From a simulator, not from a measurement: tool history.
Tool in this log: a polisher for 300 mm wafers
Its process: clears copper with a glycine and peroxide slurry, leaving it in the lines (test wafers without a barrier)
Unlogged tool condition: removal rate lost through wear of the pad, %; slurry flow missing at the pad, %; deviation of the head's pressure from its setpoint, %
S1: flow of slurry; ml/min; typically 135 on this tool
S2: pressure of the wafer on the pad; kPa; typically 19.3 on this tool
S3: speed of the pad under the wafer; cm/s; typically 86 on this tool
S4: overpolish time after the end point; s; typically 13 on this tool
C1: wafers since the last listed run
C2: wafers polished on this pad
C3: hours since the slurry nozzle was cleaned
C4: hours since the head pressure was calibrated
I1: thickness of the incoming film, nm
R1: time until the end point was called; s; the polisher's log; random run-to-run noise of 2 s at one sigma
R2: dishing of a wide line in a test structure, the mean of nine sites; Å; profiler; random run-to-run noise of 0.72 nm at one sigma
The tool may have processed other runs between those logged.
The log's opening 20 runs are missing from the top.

run,hour,S1,S2,S3,S4,C1,C2,C3,C4,I1,R1,R2
21,887.2,135,19.3,86,13,215,1677,401.3,1216.9,609.4,156.4,331
# hour 895.8: slurry nozzle cleaned
22,932.1,135,15.9,116,13,261,1939,36.3,1261.8,612.3,151.4,329
# hour 995.3: worn pad replaced by a new one
23,995.8,135,19.3,86,13,355,2,100.0,1325.5,611.3,159.9,320
24,1018.6,150,19.3,86,13,135,138,122.8,1348.3,607.5,157.0,334
# hour 1060.9: head pressure recalibrated
25,1088.9,180,24.1,96,13,407,545,193.1,28.0,603.9,102.0,454
26,1122.1,135,26.2,108,17,197,743,226.3,61.2,601.2,94.6,615
27,1160.7,125,19.3,86,13,230,973,264.9,99.8,622.2,148.5,348
28,1224.5,180,19.3,110,13,380,1353,328.7,163.6,619.4,121.3,414
# hour 1238.9: slurry nozzle cleaned
29,1262.1,135,19.3,114,13,218,1572,23.2,201.2,611.1,122.2,410
30,1312.9,135,19.3,86,20,302,1874,74.0,252.0,611.9,150.2,486
31,1349.4,120,16.5,78,10,217,2092,110.5,288.5,621.1,181.5,227
# hour 1363.3: worn pad replaced by a new one
32,1391.6,115,19.3,86,13,227,168,152.7,330.7,602.6,156.2,344
33,1444.8,135,19.3,76,13,317,485,205.9,383.9,616.9,165.7,321
34,1499.1,135,19.3,86,13,323,809,260.2,438.2,609.3,152.7,332
35,1523.9,135,19.3,86,13,147,957,285.0,463.0,607.3,150.8,342

Consider 3 possible next runs. They are alternatives, not a sequence: every one starts from the tool as it was left by run 35. What does each give?
A,1524.4,135,19.3,116,13,2,960,285.5,463.5,616.0,?,?
B,1524.4,135,19.3,94,10,2,960,285.5,463.5,616.0,?,?
C,1524.4,135,19.3,86,10,2,960,285.5,463.5,616.0,?,?

run,R1,R2
A,123.3,417
B,142.6,295
C,151.3,280
Without the tool's hidden state the same runs would have given:
run,R1,R2
A,114.6,443
B,132.9,314
C,141.1,298

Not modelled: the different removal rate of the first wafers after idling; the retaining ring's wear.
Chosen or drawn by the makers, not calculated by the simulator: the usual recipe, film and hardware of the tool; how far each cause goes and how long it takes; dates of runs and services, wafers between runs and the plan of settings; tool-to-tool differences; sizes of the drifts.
